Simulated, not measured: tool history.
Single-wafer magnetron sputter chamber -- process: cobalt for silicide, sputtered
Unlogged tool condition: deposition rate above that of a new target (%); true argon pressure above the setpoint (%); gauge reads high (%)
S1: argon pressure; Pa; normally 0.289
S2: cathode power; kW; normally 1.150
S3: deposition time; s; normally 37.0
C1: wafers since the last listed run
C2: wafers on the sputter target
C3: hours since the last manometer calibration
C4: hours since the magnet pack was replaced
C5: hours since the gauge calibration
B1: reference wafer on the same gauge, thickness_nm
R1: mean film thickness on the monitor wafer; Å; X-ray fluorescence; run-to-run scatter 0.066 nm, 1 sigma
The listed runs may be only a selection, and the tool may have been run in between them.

run 1 hour=0.0 | S1=0.289 S2=1.150 S3=37.0 | C1=0 C2=2493 C3=1295.8 C4=6078.5 C5=620.8 | B1=19.511 | R1=210.08
run 2 hour=106.5 | S1=0.289 S2=1.150 S3=37.0 | C1=1316 C2=3810 C3=1402.3 C4=6185.0 C5=727.3 | B1=19.494 | R1=208.93
-- hour=149.7 sputter target and shields replaced
run 3 hour=208.9 | S1=0.289 S2=1.150 S3=37.0 | C1=1167 C2=732 C3=1504.7 C4=6287.4 C5=829.7 | B1=19.501 | R1=211.40
run 4 hour=284.4 | S1=0.224 S2=0.950 S3=37.0 | C1=933 C2=1665 C3=1580.2 C4=6362.9 C5=905.2 | B1=19.524 | R1=192.04
run 5 hour=362.7 | S1=0.289 S2=1.150 S3=34.6 | C1=968 C2=2633 C3=1658.5 C4=6441.2 C5=983.5 | B1=19.520 | R1=197.05
-- hour=427.4 sputter target and shields replaced
run 6 hour=452.7 | S1=0.289 S2=1.150 S3=34.6 | C1=1013 C2=313 C3=1748.5 C4=6531.2 C5=1073.5 | B1=19.505 | R1=197.73
run 7 hour=527.0 | S1=0.325 S2=1.150 S3=37.0 | C1=918 C2=1232 C3=1822.8 C4=6605.5 C5=1147.8 | B1=19.507 | R1=206.63
-- hour=543.3 magnet pack replaced, of another model than before
run 8 hour=605.9 | S1=0.289 S2=1.150 S3=33.0 | C1=876 C2=2108 C3=1901.7 C4=62.6 C5=1226.7 | B1=19.490 | R1=187.81
-- hour=641.7 gauge calibrated
run 9 hour=673.4 | S1=0.289 S2=1.150 S3=33.0 | C1=834 C2=2943 C3=1969.2 C4=130.1 C5=31.7 | B1=19.483 | R1=186.82
-- hour=728.0 sputter target and shields replaced
run 10 hour=749.6 | S1=0.289 S2=1.150 S3=37.0 | C1=843 C2=267 C3=2045.4 C4=206.3 C5=107.9 | B1=19.509 | R1=211.73
run 11 hour=819.0 | S1=0.216 S2=1.150 S3=37.0 | C1=858 C2=1125 C3=2114.8 C4=275.7 C5=177.3 | B1=19.512 | R1=221.13
run 12 hour=874.1 | S1=0.234 S2=1.250 S3=32.2 | C1=681 C2=1806 C3=2169.9 C4=330.8 C5=232.4 | B1=19.504 | R1=200.18
run 13 hour=979.3 | S1=0.373 S2=0.950 S3=32.3 | C1=1300 C2=3107 C3=2275.1 C4=436.0 C5=337.6 | B1=19.504 | R1=154.02
run 14 hour=1049.6 | S1=0.398 S2=1.400 S3=42.5 | C1=869 C2=3976 C3=2345.4 C4=506.3 C5=407.9 | B1=19.495 | R1=255.75
-- hour=1096.8 sputter target and shields replaced
run 15 hour=1129.4 | S1=0.204 S2=1.050 S3=32.7 | C1=887 C2=403 C3=2425.2 C4=586.1 C5=487.7 | B1=19.501 | R1=185.97
-- hour=1146.4 capacitance manometer re-zeroed and calibrated
run 16 hour=1190.1 | S1=0.289 S2=1.150 S3=37.0 | C1=651 C2=1055 C3=43.7 C4=646.8 C5=548.4 | B1=19.511 | R1=210.87
run 17 hour=1263.2 | S1=0.289 S2=1.150 S3=37.0 | C1=903 C2=1959 C3=116.8 C4=719.9 C5=621.5 | B1=19.497 | R1=210.50
run 18 hour=1317.6 | S1=0.201 S2=1.300 S3=37.0 | C1=672 C2=2631 C3=171.2 C4=774.3 C5=675.9 | B1=19.495 | R1=240.70
-- hour=1394.6 sputter target and shields replaced
run 19 hour=1420.6 | S1=0.289 S2=1.050 S3=44.0 | C1=1174 C2=321 C3=274.2 C4=877.3 C5=778.9 | B1=19.489 | R1=237.25
run 20 hour=1496.1 | S1=0.373 S2=1.150 S3=37.0 | C1=933 C2=1255 C3=349.7 C4=952.8 C5=854.4 | B1=19.501 | R1=200.74

5 ways to go on from here, each from the tool as it stands after run 20. What would each give?
run A hour=1496.5 | S1=0.239 S2=1.150 S3=37.0 | C1=4 C2=1260 C3=350.1 C4=953.2 C5=854.8 | B1=? | R1=?
run B hour=1496.5 | S1=0.185 S2=1.200 S3=32.5 | C1=4 C2=1260 C3=350.1 C4=953.2 C5=854.8 | B1=? | R1=?
run C hour=1496.5 | S1=0.289 S2=1.400 S3=33.7 | C1=4 C2=1260 C3=350.1 C4=953.2 C5=854.8 | B1=? | R1=?
run D hour=1496.5 | S1=0.259 S2=1.150 S3=37.0 | C1=4 C2=1260 C3=350.1 C4=953.2 C5=854.8 | B1=? | R1=?
run E hour=1496.5 | S1=0.387 S2=1.250 S3=42.0 | C1=4 C2=1260 C3=350.1 C4=953.2 C5=854.8 | B1=? | R1=?

run=A B1=19.535 R1=217.00
run=B B1=19.535 R1=202.95
run=C B1=19.535 R1=219.11
run=D B1=19.535 R1=214.28
run=E B1=19.535 R1=237.59
What these runs would have given with no unlogged condition in the tool:
run=A R1=217.44
run=B R1=203.36
run=C R1=219.55
run=D R1=214.71
run=E R1=238.07

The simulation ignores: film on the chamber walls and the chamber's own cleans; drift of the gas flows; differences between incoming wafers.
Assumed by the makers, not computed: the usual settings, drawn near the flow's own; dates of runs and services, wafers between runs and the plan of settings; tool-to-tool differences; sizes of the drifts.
